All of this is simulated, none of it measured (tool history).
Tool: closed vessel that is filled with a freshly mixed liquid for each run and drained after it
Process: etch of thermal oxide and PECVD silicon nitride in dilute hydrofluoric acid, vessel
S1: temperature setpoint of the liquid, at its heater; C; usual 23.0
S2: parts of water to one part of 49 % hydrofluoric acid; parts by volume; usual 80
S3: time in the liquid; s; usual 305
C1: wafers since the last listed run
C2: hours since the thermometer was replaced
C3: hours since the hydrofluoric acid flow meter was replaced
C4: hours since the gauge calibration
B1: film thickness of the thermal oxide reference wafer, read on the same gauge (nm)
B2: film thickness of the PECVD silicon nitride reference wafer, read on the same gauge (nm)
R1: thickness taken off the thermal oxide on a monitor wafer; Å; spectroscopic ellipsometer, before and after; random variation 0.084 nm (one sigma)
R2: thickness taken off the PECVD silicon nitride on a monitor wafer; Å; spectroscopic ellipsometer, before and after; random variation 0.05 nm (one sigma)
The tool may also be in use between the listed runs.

run 1 hour=0.0 | S1=23.0 S2=80 S3=305 | C1=0 C2=1269.9 C3=967.3 C4=36.0 | B1=59.99 B2=69.99 | R1=175.8 R2=59.8
run 2 hour=25.5 | S1=23.0 S2=80 S3=305 | C1=2766 C2=1295.4 C3=992.8 C4=61.5 | B1=60.00 B2=69.97 | R1=174.9 R2=59.6
run 3 hour=49.2 | S1=23.0 S2=80 S3=305 | C1=2571 C2=1319.1 C3=1016.5 C4=85.2 | B1=59.99 B2=69.99 | R1=176.5 R2=58.8
run 4 hour=68.7 | S1=23.0 S2=80 S3=305 | C1=2115 C2=1338.6 C3=1036.0 C4=104.7 | B1=60.01 B2=70.01 | R1=176.1 R2=58.6
run 5 hour=98.7 | S1=23.0 S2=80 S3=305 | C1=3254 C2=1368.6 C3=1066.0 C4=134.7 | B1=59.99 B2=69.99 | R1=175.5 R2=59.4
run 6 hour=115.0 | S1=23.0 S2=80 S3=305 | C1=1768 C2=1384.9 C3=1082.3 C4=151.0 | B1=60.00 B2=69.98 | R1=175.3 R2=58.8
run 7 hour=144.8 | S1=23.0 S2=80 S3=305 | C1=3232 C2=1414.7 C3=1112.1 C4=180.8 | B1=59.99 B2=69.98 | R1=175.4 R2=59.3
run 8 hour=170.5 | S1=23.0 S2=80 S3=305 | C1=2788 C2=1440.4 C3=1137.8 C4=206.5 | B1=60.00 B2=69.98 | R1=175.0 R2=58.5
run 9 hour=190.4 | S1=23.0 S2=80 S3=305 | C1=2158 C2=1460.3 C3=1157.7 C4=226.4 | B1=60.01 B2=70.05 | R1=175.2 R2=57.7
run 10 hour=211.3 | S1=23.0 S2=120 S3=350 | C1=2267 C2=1481.2 C3=1178.6 C4=247.3 | B1=60.01 B2=70.00 | R1=127.1 R2=44.7
run 11 hour=237.7 | S1=26.5 S2=80 S3=255 | C1=2863 C2=1507.6 C3=1205.0 C4=273.7 | B1=59.96 B2=69.99 | R1=166.9 R2=62.1
run 12 hour=253.6 | S1=23.0 S2=80 S3=220 | C1=1724 C2=1523.5 C3=1220.9 C4=289.6 | B1=59.99 B2=69.97 | R1=125.2 R2=42.6
run 13 hour=267.3 | S1=18.5 S2=45 S3=140 | C1=1486 C2=1537.2 C3=1234.6 C4=303.3 | B1=60.01 B2=69.99 | R1=122.7 R2=33.8
run 14 hour=287.8 | S1=23.0 S2=80 S3=305 | C1=2223 C2=1557.7 C3=1255.1 C4=323.8 | B1=59.99 B2=69.98 | R1=174.0 R2=58.9
-- hour=304.1 hydrofluoric acid flow meter replaced
-- hour=304.8 thermometer replaced
run 15 hour=319.6 | S1=20.5 S2=90 S3=240 | C1=3264 C2=14.8 C3=15.5 C4=355.6 | B1=60.00 B2=70.00 | R1=118.4 R2=39.9
-- hour=320.2 gauge calibrated
run 16 hour=352.4 | S1=23.0 S2=80 S3=305 | C1=3558 C2=47.6 C3=48.3 C4=32.2 | B1=60.01 B2=70.02 | R1=189.8 R2=66.6
run 17 hour=387.1 | S1=23.0 S2=115 S3=305 | C1=3764 C2=82.3 C3=83.0 C4=66.9 | B1=59.98 B2=70.01 | R1=125.0 R2=46.6
run 18 hour=416.2 | S1=26.0 S2=80 S3=250 | C1=3156 C2=111.4 C3=112.1 C4=96.0 | B1=59.98 B2=69.98 | R1=173.2 R2=66.5

Forecast each of these 3 alternatives for the next run:
run A hour=416.9 | S1=23.0 S2=45 S3=305 | C1=75 C2=112.1 C3=112.8 C4=96.7 | B1=? B2=? | R1=? R2=?
run B hour=416.9 | S1=26.5 S2=110 S3=385 | C1=75 C2=112.1 C3=112.8 C4=96.7 | B1=? B2=? | R1=? R2=?
run C hour=416.9 | S1=19.0 S2=65 S3=155 | C1=75 C2=112.1 C3=112.8 C4=96.7 | B1=? B2=? | R1=? R2=?

run=A B1=60.02 B2=70.00 R1=350.6 R2=116.6
run=B B1=60.02 B2=70.00 R1=191.7 R2=77.0
run=C B1=60.02 B2=70.00 R1=101.7 R2=31.4
Without the tool's hidden state the same runs would have given:
run=A R1=355.3 R2=119.1
run=B R1=194.0 R2=78.6
run=C R1=103.1 R2=32.1

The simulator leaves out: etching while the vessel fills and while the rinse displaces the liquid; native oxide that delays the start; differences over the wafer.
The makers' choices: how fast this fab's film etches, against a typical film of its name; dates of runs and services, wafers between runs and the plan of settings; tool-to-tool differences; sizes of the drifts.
